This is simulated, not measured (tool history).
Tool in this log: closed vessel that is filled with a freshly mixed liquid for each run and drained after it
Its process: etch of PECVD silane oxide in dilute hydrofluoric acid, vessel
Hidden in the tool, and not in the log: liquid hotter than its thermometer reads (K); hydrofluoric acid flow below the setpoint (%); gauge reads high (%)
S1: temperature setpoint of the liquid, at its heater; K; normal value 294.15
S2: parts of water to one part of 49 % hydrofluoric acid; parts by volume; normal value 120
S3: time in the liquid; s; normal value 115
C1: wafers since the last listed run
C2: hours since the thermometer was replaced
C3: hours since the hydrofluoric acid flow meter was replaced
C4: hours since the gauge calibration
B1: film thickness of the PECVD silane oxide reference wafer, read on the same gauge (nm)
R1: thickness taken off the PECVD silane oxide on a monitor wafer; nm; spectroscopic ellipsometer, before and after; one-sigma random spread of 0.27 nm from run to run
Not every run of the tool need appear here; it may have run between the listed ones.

Run 1, day 0: usual settings; C1 0; C2 430.8; C3 695.9; C4 28.8; B1 140.01. Result: R1 37.57 nm.
Run 2, day 2.121: usual settings; C1 6729; C2 481.7; C3 746.8; C4 79.7; B1 139.98. Result: R1 37.75 nm.
Run 3, day 8.321: usual settings; C1 19672; C2 630.5; C3 895.6; C4 228.5; B1 139.99. Result: R1 38.16 nm.
Run 4, day 9.692: usual settings but S3 90 s; C1 4349; C2 663.4; C3 928.5; C4 261.4; B1 139.99. Result: R1 30.03 nm.
Run 5, day 12.025: usual settings; C1 7403; C2 719.4; C3 984.5; C4 317.4; B1 140.01. Result: R1 37.77 nm.
Run 6, day 13.129: usual settings; C1 3503; C2 745.9; C3 1011; C4 343.9; B1 139.99. Result: R1 37.73 nm.
Run 7, day 14.783: usual settings; C1 5248; C2 785.6; C3 1050.7; C4 383.6; B1 139.99. Result: R1 38.38 nm.
Run 8, day 15.846: usual settings but S1 296.65 K, S2 100 parts by volume; C1 3371; C2 811.1; C3 1076.2; C4 409.1; B1 140.01. Result: R1 52.17 nm.
Run 9, day 18.067: usual settings but S3 95 s; C1 7046; C2 864.4; C3 1129.5; C4 462.4; B1 139.97. Result: R1 31.88 nm.
Run 10, day 20.25: usual settings but S3 95 s; C1 6927; C2 916.8; C3 1181.9; C4 514.8; B1 140. Result: R1 31.8 nm.
Run 11, day 21.812: usual settings but S3 95 s; C1 4957; C2 954.3; C3 1219.4; C4 552.3; B1 139.97. Result: R1 32.4 nm.
Run 12, day 24.354: usual settings; C1 8064; C2 1015.3; C3 1280.4; C4 613.3; B1 140. Result: R1 39.06 nm.
Run 13, day 25.917: usual settings; C1 4957; C2 1052.8; C3 1317.9; C4 650.8; B1 140. Result: R1 39.03 nm.
Run 14, day 28.4: usual settings; C1 7879; C2 1112.4; C3 1377.5; C4 710.4; B1 139.98. Result: R1 38.72 nm.
Run 15, day 29.517: usual settings; C1 3543; C2 1139.2; C3 1404.3; C4 737.2; B1 139.99. Result: R1 39.27 nm.
Run 16, day 31.688: usual settings but S1 290.15 K, S2 70 parts by volume, S3 75 s; C1 6888; C2 1191.3; C3 1456.4; C4 789.3; B1 140.01. Result: R1 39.63 nm.
Run 17, day 33.912: usual settings; C1 7059; C2 1244.7; C3 1509.8; C4 842.7; B1 139.99. Result: R1 39.32 nm.
Run 18, day 36.696: usual settings; C1 8831; C2 1311.5; C3 1576.6; C4 909.5; B1 140.01. Result: R1 38.82 nm.
At day 36.817: gauge calibrated.
At day 37.342: hydrofluoric acid flow meter replaced.
Run 19, day 38.45: usual settings but S1 290.65 K, S2 65 parts by volume; C1 5433; C2 1353.6; C3 26.6; C4 39.2; B1 140. Result: R1 66.72 nm.
Run 20, day 40.446: usual settings; C1 6332; C2 1401.5; C3 74.5; C4 87.1; B1 139.99. Result: R1 39.62 nm.

Expected results for the next run?
Run 21, day 42.029: usual settings but S3 75 s; C1 5023; C2 1439.5; C3 112.5; C4 125.1; B1 ?. Result: R1 ?.

B1: 140.02
R1: 25.66 nm
Take away the tool's hidden state, keep the run-to-run variation as it was, and the same run would have given R1 24.12 nm.

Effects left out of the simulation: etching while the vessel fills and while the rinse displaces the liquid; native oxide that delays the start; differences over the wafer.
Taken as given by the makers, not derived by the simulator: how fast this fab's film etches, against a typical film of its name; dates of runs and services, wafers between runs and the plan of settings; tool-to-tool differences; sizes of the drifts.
